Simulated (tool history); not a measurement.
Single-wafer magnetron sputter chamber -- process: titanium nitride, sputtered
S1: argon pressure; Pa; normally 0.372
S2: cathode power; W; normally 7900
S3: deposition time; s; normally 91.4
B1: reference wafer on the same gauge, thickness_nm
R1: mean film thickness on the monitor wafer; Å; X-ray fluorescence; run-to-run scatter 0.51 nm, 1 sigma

| run | hour | S1 | S2 | S3 | B1 | R1 |
|---|---|---|---|---|---|---|
| 1 | 0 | 0.372 | 7900 | 91.4 | 141.037 | 1447.4 |
| 2 | 60.9 | 0.372 | 7900 | 91.4 | 141.185 | 1439.7 |
| 3 | 113.8 | 0.372 | 7900 | 91.4 | 141.137 | 1429.93 |
| 4 | 182.1 | 0.434 | 7900 | 91.4 | 140.931 | 1381.79 |
| 5 | 349.6 | 0.434 | 7900 | 91.4 | 140.964 | 1390.21 |
| 6 | 401.3 | 0.372 | 7900 | 91.4 | 141.13 | 1428.36 |
| 7 | 467.8 | 0.372 | 7900 | 91.4 | 141.241 | 1424.52 |
| 8 | 537.7 | 0.372 | 7900 | 91.4 | 140.885 | 1414.51 |
| 9 | 589.5 | 0.372 | 6800 | 91.4 | 141.129 | 1211.34 |
| 10 | 645.1 | 0.372 | 6800 | 91.4 | 141.152 | 1203.91 |
| 11 | 706.5 | 0.372 | 7900 | 91.4 | 140.884 | 1442.42 |
| 12 | 982.6 | 0.372 | 7900 | 91.4 | 140.954 | 1455.43 |
| 13 | 1041.7 | 0.372 | 6200 | 85.1 | 140.912 | 1046.4 |
| 14 | 1147.8 | 0.282 | 7900 | 77 | 140.787 | 1221.4 |
| 15 | 1248.5 | 0.227 | 9300 | 76.6 | 140.89 | 1513.33 |
| 16 | 1311.9 | 0.438 | 7900 | 91.4 | 141.299 | 1409.86 |
| 17 | 1355.2 | 0.372 | 6500 | 105.1 | 140.905 | 1371.8 |
| 18 | 1427.9 | 0.419 | 6800 | 78.1 | 140.988 | 1034.17 |
| 19 | 1526.3 | 0.372 | 6500 | 105.1 | 140.999 | 1342.95 |
| 20 | 1670.4 | 0.372 | 7900 | 91.4 | 140.997 | 1444.78 |
| 21 | 1751 | 0.302 | 7900 | 91.4 | 141.007 | 1486.14 |
| 22 | 1812.2 | 0.372 | 7900 | 74.7 | 140.9 | 1185.13 |
| 23 | 1859.7 | 0.372 | 7900 | 91.4 | 141.077 | 1441.22 |
| 24 | 1959.5 | 0.372 | 7900 | 91.4 | 140.881 | 1422.12 |
| 25 | 1995.5 | 0.443 | 7900 | 91.4 | 140.735 | 1365.02 |

Missing from the log above: 8 entries noted between runs. For each, name the pair of listed runs it sits between and say how the tool's hidden condition differs from the listed run just before to the listed run just after:
After run 4, before run 5: sputter target and shields replaced (hour 234.5); gauge calibrated (hour 244.7)
  deposition rate above that of a new target (%): -2.38 -> -0.945; true argon pressure above the setpoint (%): 13.3 -> 14.5
  what was measured, less what the result would be without the hidden state, R1: -64.4 -> -46.41 Å
After run 10, before run 11: sputter target and shields replaced (hour 699.2)
  deposition rate above that of a new target (%): -3.62 -> -0.474; true argon pressure above the setpoint (%): 15.8 -> 15.9
  what was measured, less what the result would be without the hidden state, R1: -72.88 -> -39.38 Å
After run 11, before run 12: capacitance manometer re-zeroed and calibrated (hour 904.4)
  deposition rate above that of a new target (%): -0.474 -> -1.85; true argon pressure above the setpoint (%): 15.9 -> 2.54
  what was measured, less what the result would be without the hidden state, R1: -39.38 -> -32.76 Å
After run 13, before run 14: magnet pack replaced (hour 1060.8)
  deposition rate above that of a new target (%): -2.49 -> -3.93; true argon pressure above the setpoint (%): 4.16 -> 6.6
  what was measured, less what the result would be without the hidden state, R1: -32.97 -> -58.98 Å
After run 14, before run 15: sputter target and shields replaced (hour 1160.7)
  deposition rate above that of a new target (%): -3.93 -> -0.466; true argon pressure above the setpoint (%): 6.6 -> 8.44
  what was measured, less what the result would be without the hidden state, R1: -58.98 -> -18.16 Å
After run 16, before run 17: gauge calibrated (hour 1319.5)
  deposition rate above that of a new target (%): -0.727 -> -0.984; true argon pressure above the setpoint (%): 9.4 -> 9.99
  what was measured, less what the result would be without the hidden state, R1: -32.24 -> -33.05 Å
After run 19, before run 20: sputter target and shields replaced (hour 1633.1)
  deposition rate above that of a new target (%): -2.63 -> -0.0676; true argon pressure above the setpoint (%): 11.8 -> 12.9
  what was measured, less what the result would be without the hidden state, R1: -59.21 -> -27.21 Å
